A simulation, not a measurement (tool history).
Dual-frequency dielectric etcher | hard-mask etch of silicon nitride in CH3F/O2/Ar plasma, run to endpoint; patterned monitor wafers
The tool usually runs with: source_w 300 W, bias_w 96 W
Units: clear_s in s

run	hour	source_w	bias_w	wafers since the last listed run	hours since the last wet clean	hours since the last source power generator calibration	hours since the last bias power generator calibration	hours since the last upper electrode change	incoming incoming film thickness, nm	clear_s
1	0.0	280	96	0	124.4	2658.3	1768.7	1588.1	47.39	73.1
2	20.7	280	96	280	145.1	2679.0	1789.4	1608.8	46.32	70.9
3	35.2	280	96	196	159.6	2693.5	1803.9	1623.3	46.71	71.1
4	61.2	360	96	352	185.6	2719.5	1829.9	1649.3	47.08	67.5
5	89.6	360	96	384	214.0	2747.9	1858.3	1677.7	46.62	67.1
6	121.3	270	109	429	245.7	2779.6	1890.0	1709.4	47.26	68.4
7	139.2	300	96	242	263.6	2797.5	1907.9	1727.3	46.97	70.3
# hour 147.8: bias power generator calibrated
# hour 171.0: upper electrode replaced
8	173.0	300	96	88	297.4	2831.3	25.2	2.0	46.20	68.6
9	185.3	300	96	166	309.7	2843.6	37.5	14.3	47.42	71.4
10	221.0	300	96	483	345.4	2879.3	73.2	50.0	47.36	70.3
# hour 234.7: source power generator calibrated
# hour 266.5: wet clean of the chamber
11	267.0	350	105	243	0.5	32.3	119.2	96.0	47.24	67.2
12	280.3	370	79	180	13.8	45.6	132.5	109.3	46.75	71.9
13	298.0	300	75	239	31.5	63.3	150.2	127.0	47.12	78.5

What will run 14 give?
14	325.7	220	76	375	59.2	91.0	177.9	154.7	46.94	?

Run 14 gave clear_s 83.3 s.
Minus the tool's unlogged condition, the same run would have read clear_s 83.3 s.
